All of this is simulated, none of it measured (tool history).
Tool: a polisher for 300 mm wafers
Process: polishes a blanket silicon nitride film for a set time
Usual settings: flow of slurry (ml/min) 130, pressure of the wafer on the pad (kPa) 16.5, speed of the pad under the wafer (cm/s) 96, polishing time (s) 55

run    hour  flow of slurry (ml/min)  pressure of the wafer on the pad (kPa)  speed of the pad under the wafer (cm/s)  polishing time (s)  incoming thickness of the incoming film, nm  film removed (angstrom)
  1     0.0                      130                                    16.5                                       96                  55                                        764.1                      620
       38.1  -- head pressure recalibrated
  2    47.1                      130                                    16.5                                       96                  55                                        764.4                      579
      108.3  -- worn pad replaced by a new one
  3   127.5                      130                                    20.0                                      106                  55                                        753.3                      736
  4   231.1                      130                                    20.0                                      106                  55                                        759.5                      734
  5   289.4                      130                                    20.0                                      106                  55                                        778.3                      738
      314.1  -- slurry nozzle cleaned
  6   344.5                      130                                    16.5                                       96                  55                                        781.8                      586
      364.5  -- worn pad replaced by a new one
  7   405.4                      130                                    16.5                                       96                  55                                        758.9                      586
  8   492.1                      130                                    17.9                                       96                  42                                        774.7                      493
  9   568.2                      130                                    17.9                                       96                  42                                        763.5                      487
      591.8  -- worn pad replaced by a new one
 10   620.4                      130                                    16.5                                       82                  47                                        774.8                      462
      653.0  -- slurry nozzle cleaned
 11   723.6                      130                                    16.5                                      128                  36                                        768.7                      471
 12   821.4                      130                                    11.7                                       86                  48                                        770.7                      356
      860.3  -- worn pad replaced by a new one
 13   910.9                      130                                    11.7                                       86                  48                                        758.7                      360
 14   987.6                      130                                    16.5                                       96                  55                                        773.7                      631
     1030.0  -- head pressure recalibrated
     1058.7  -- slurry nozzle cleaned
 15  1065.3                      150                                    17.9                                       96                  55                                        760.0                      638
     1121.3  -- worn pad replaced by a new one
 16  1124.8                      130                                    21.4                                       96                  48                                        775.1                      655
 17  1221.5                      105                                    19.3                                       96                  55                                        767.3                      633
 18  1260.3                      130                                    16.5                                       96                  55                                        774.3                      581
 19  1314.6                      145                                    16.5                                       96                  55                                        763.6                      592

4 ways to go on from here, each from the tool as it stands after run 19. What would each give?
  A  1315.0                      130                                    16.5                                       96                  55                                        780.7                        ?
  B  1315.0                      110                                    16.5                                       96                  70                                        780.7                        ?
  C  1315.0                      105                                    13.8                                      116                  50                                        780.7                        ?
  D  1315.0                      160                                    21.4                                       86                  43                                        780.7                        ?

run  film removed (angstrom)
  A                      575
  B                      704
  C                      466
  D                      566
Without the tool's hidden state the same runs would have given:
run  film removed (angstrom)
  A                      567
  B                      695
  C                      460
  D                      558

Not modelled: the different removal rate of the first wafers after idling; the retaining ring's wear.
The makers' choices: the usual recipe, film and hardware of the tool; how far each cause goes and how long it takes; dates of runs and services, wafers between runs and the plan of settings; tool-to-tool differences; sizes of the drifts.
